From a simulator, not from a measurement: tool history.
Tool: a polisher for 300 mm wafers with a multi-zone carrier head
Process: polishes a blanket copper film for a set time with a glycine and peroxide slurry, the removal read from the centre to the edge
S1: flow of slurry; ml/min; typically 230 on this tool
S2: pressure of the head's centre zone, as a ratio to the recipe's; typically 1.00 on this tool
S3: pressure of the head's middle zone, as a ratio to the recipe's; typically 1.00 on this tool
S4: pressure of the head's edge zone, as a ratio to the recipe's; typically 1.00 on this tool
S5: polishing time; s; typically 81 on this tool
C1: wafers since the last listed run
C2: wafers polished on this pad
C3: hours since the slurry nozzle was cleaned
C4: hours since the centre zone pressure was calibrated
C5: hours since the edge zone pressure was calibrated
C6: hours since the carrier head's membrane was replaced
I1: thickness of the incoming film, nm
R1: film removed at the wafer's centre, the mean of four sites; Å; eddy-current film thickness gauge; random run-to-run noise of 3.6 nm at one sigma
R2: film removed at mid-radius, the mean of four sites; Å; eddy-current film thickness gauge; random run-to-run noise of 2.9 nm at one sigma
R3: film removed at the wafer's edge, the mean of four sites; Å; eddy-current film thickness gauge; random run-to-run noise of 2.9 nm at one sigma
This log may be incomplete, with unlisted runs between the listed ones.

{"run": 1, "hour": 0.0, "S1": 230, "S2": 1.0, "S3": 1.0, "S4": 1.0, "S5": 81, "C1": 0, "C2": 786, "C3": 615.1, "C4": 421.2, "C5": 376.4, "C6": 1752.8, "I1": 1164.7, "R1": 2630, "R2": 2824, "R3": 2982}
{"run": 2, "hour": 37.2, "S1": 230, "S2": 1.0, "S3": 1.0, "S4": 1.0, "S5": 103, "C1": 294, "C2": 1080, "C3": 652.3, "C4": 458.4, "C5": 413.6, "C6": 1790.0, "I1": 1175.3, "R1": 3338, "R2": 3514, "R3": 3819}
{"run": 3, "hour": 47.3, "S1": 230, "S2": 1.0, "S3": 1.0, "S4": 1.0, "S5": 81, "C1": 79, "C2": 1160, "C3": 662.4, "C4": 468.5, "C5": 423.7, "C6": 1800.1, "I1": 1176.9, "R1": 2564, "R2": 2802, "R3": 2989}
{"run": 4, "hour": 59.8, "S1": 230, "S2": 1.0, "S3": 1.0, "S4": 1.0, "S5": 81, "C1": 98, "C2": 1259, "C3": 674.9, "C4": 481.0, "C5": 436.2, "C6": 1812.6, "I1": 1187.8, "R1": 2559, "R2": 2808, "R3": 2978}
{"hour": 64.4, "done": "worn pad replaced by a new one"}
{"run": 5, "hour": 70.1, "S1": 230, "S2": 1.0, "S3": 1.0, "S4": 1.0, "S5": 81, "C1": 49, "C2": 45, "C3": 685.2, "C4": 491.3, "C5": 446.5, "C6": 1822.9, "I1": 1177.5, "R1": 2649, "R2": 2812, "R3": 2978}
{"run": 6, "hour": 82.4, "S1": 230, "S2": 1.0, "S3": 1.0, "S4": 1.0, "S5": 81, "C1": 97, "C2": 142, "C3": 697.5, "C4": 503.6, "C5": 458.8, "C6": 1835.2, "I1": 1167.7, "R1": 2604, "R2": 2846, "R3": 2976}
{"run": 7, "hour": 97.6, "S1": 230, "S2": 1.0, "S3": 1.0, "S4": 1.0, "S5": 81, "C1": 120, "C2": 262, "C3": 712.7, "C4": 518.8, "C5": 474.0, "C6": 1850.4, "I1": 1171.2, "R1": 2649, "R2": 2892, "R3": 2996}
{"hour": 107.4, "done": "centre zone pressure recalibrated"}
{"hour": 112.1, "done": "slurry nozzle cleaned"}
{"hour": 114.9, "done": "carrier head's membrane replaced by a new one"}
{"run": 8, "hour": 115.4, "S1": 230, "S2": 1.0, "S3": 1.0, "S4": 1.0, "S5": 81, "C1": 95, "C2": 357, "C3": 3.3, "C4": 8.0, "C5": 491.8, "C6": 0.5, "I1": 1158.6, "R1": 2862, "R2": 2782, "R3": 2907}
{"run": 9, "hour": 127.8, "S1": 230, "S2": 1.0, "S3": 1.0, "S4": 1.0, "S5": 101, "C1": 98, "C2": 456, "C3": 15.7, "C4": 20.4, "C5": 504.2, "C6": 12.9, "I1": 1165.9, "R1": 3568, "R2": 3474, "R3": 3722}
{"hour": 138.2, "done": "edge zone pressure recalibrated"}
{"run": 10, "hour": 144.7, "S1": 230, "S2": 1.0, "S3": 1.0, "S4": 1.0, "S5": 81, "C1": 117, "C2": 573, "C3": 32.6, "C4": 37.3, "C5": 6.5, "C6": 29.8, "I1": 1163.2, "R1": 2774, "R2": 2790, "R3": 2917}
{"run": 11, "hour": 151.4, "S1": 230, "S2": 1.0, "S3": 0.92, "S4": 1.0, "S5": 81, "C1": 52, "C2": 626, "C3": 39.3, "C4": 44.0, "C5": 13.2, "C6": 36.5, "I1": 1177.6, "R1": 2788, "R2": 2688, "R3": 2962}
{"run": 12, "hour": 167.3, "S1": 230, "S2": 1.0, "S3": 1.0, "S4": 1.0, "S5": 98, "C1": 125, "C2": 752, "C3": 55.2, "C4": 59.9, "C5": 29.1, "C6": 52.4, "I1": 1153.8, "R1": 3282, "R2": 3436, "R3": 3635}
{"run": 13, "hour": 177.8, "S1": 230, "S2": 1.05, "S3": 1.0, "S4": 1.0, "S5": 71, "C1": 83, "C2": 835, "C3": 65.7, "C4": 70.4, "C5": 39.6, "C6": 62.9, "I1": 1165.8, "R1": 2561, "R2": 2423, "R3": 2648}
{"run": 14, "hour": 187.8, "S1": 230, "S2": 1.0, "S3": 1.0, "S4": 1.0, "S5": 53, "C1": 79, "C2": 914, "C3": 75.7, "C4": 80.4, "C5": 49.6, "C6": 72.9, "I1": 1180.3, "R1": 1840, "R2": 1857, "R3": 1926}
{"run": 15, "hour": 194.4, "S1": 230, "S2": 1.0, "S3": 1.0, "S4": 0.9, "S5": 81, "C1": 52, "C2": 966, "C3": 82.3, "C4": 87.0, "C5": 56.2, "C6": 79.5, "I1": 1166.3, "R1": 2695, "R2": 2822, "R3": 2903}
{"hour": 202.6, "done": "worn pad replaced by a new one"}
{"run": 16, "hour": 208.7, "S1": 230, "S2": 1.0, "S3": 1.0, "S4": 1.0, "S5": 81, "C1": 81, "C2": 48, "C3": 96.6, "C4": 101.3, "C5": 70.5, "C6": 93.8, "I1": 1158.3, "R1": 2660, "R2": 2853, "R3": 2921}
{"run": 17, "hour": 226.6, "S1": 230, "S2": 1.0, "S3": 1.0, "S4": 1.06, "S5": 81, "C1": 141, "C2": 190, "C3": 114.5, "C4": 119.2, "C5": 88.4, "C6": 111.7, "I1": 1182.4, "R1": 2727, "R2": 2807, "R3": 3044}
{"run": 18, "hour": 244.1, "S1": 190, "S2": 0.97, "S3": 1.0, "S4": 1.07, "S5": 106, "C1": 138, "C2": 328, "C3": 132.0, "C4": 136.7, "C5": 105.9, "C6": 129.2, "I1": 1192.4, "R1": 3412, "R2": 3615, "R3": 3995}
{"run": 19, "hour": 250.7, "S1": 230, "S2": 1.0, "S3": 1.0, "S4": 1.0, "S5": 81, "C1": 52, "C2": 380, "C3": 138.6, "C4": 143.3, "C5": 112.5, "C6": 135.8, "I1": 1163.5, "R1": 2726, "R2": 2825, "R3": 3010}
{"run": 20, "hour": 260.2, "S1": 230, "S2": 0.89, "S3": 1.07, "S4": 1.09, "S5": 108, "C1": 75, "C2": 455, "C3": 148.1, "C4": 152.8, "C5": 122.0, "C6": 145.3, "I1": 1192.2, "R1": 3310, "R2": 4031, "R3": 4147}
{"run": 21, "hour": 267.0, "S1": 180, "S2": 1.08, "S3": 0.97, "S4": 0.89, "S5": 81, "C1": 53, "C2": 509, "C3": 154.9, "C4": 159.6, "C5": 128.8, "C6": 152.1, "I1": 1172.0, "R1": 2753, "R2": 2658, "R3": 2799}
{"run": 22, "hour": 273.1, "S1": 230, "S2": 1.11, "S3": 1.1, "S4": 1.0, "S5": 81, "C1": 48, "C2": 557, "C3": 161.0, "C4": 165.7, "C5": 134.9, "C6": 158.2, "I1": 1164.5, "R1": 2891, "R2": 3034, "R3": 2926}
{"run": 23, "hour": 289.7, "S1": 230, "S2": 1.09, "S3": 1.11, "S4": 1.06, "S5": 91, "C1": 131, "C2": 689, "C3": 177.6, "C4": 182.3, "C5": 151.5, "C6": 174.8, "I1": 1172.9, "R1": 3186, "R2": 3466, "R3": 3466}

Alternative continuations, all from the tool just after run 23; predict every row:
{"run": "A", "hour": 290.1, "S1": 230, "S2": 1.0, "S3": 1.0, "S4": 1.0, "S5": 81, "C1": 3, "C2": 692, "C3": 178.0, "C4": 182.7, "C5": 151.9, "C6": 175.2, "I1": 1143.5, "R1": "?", "R2": "?", "R3": "?"}
{"run": "B", "hour": 290.1, "S1": 280, "S2": 1.0, "S3": 1.07, "S4": 1.0, "S5": 81, "C1": 3, "C2": 692, "C3": 178.0, "C4": 182.7, "C5": 151.9, "C6": 175.2, "I1": 1143.5, "R1": "?", "R2": "?", "R3": "?"}
{"run": "C", "hour": 290.1, "S1": 155, "S2": 1.0, "S3": 1.0, "S4": 0.89, "S5": 81, "C1": 3, "C2": 692, "C3": 178.0, "C4": 182.7, "C5": 151.9, "C6": 175.2, "I1": 1143.5, "R1": "?", "R2": "?", "R3": "?"}

run=A R1=2672 R2=2834 R3=3021
run=B R1=2734 R2=3063 R3=3065
run=C R1=2525 R2=2695 R3=2756
Without the tool's unlogged condition, the same runs would have read:
run=A R1=2869 R2=2833 R3=3021
run=B R1=2936 R2=3062 R3=3065
run=C R1=2711 R2=2694 R3=2756

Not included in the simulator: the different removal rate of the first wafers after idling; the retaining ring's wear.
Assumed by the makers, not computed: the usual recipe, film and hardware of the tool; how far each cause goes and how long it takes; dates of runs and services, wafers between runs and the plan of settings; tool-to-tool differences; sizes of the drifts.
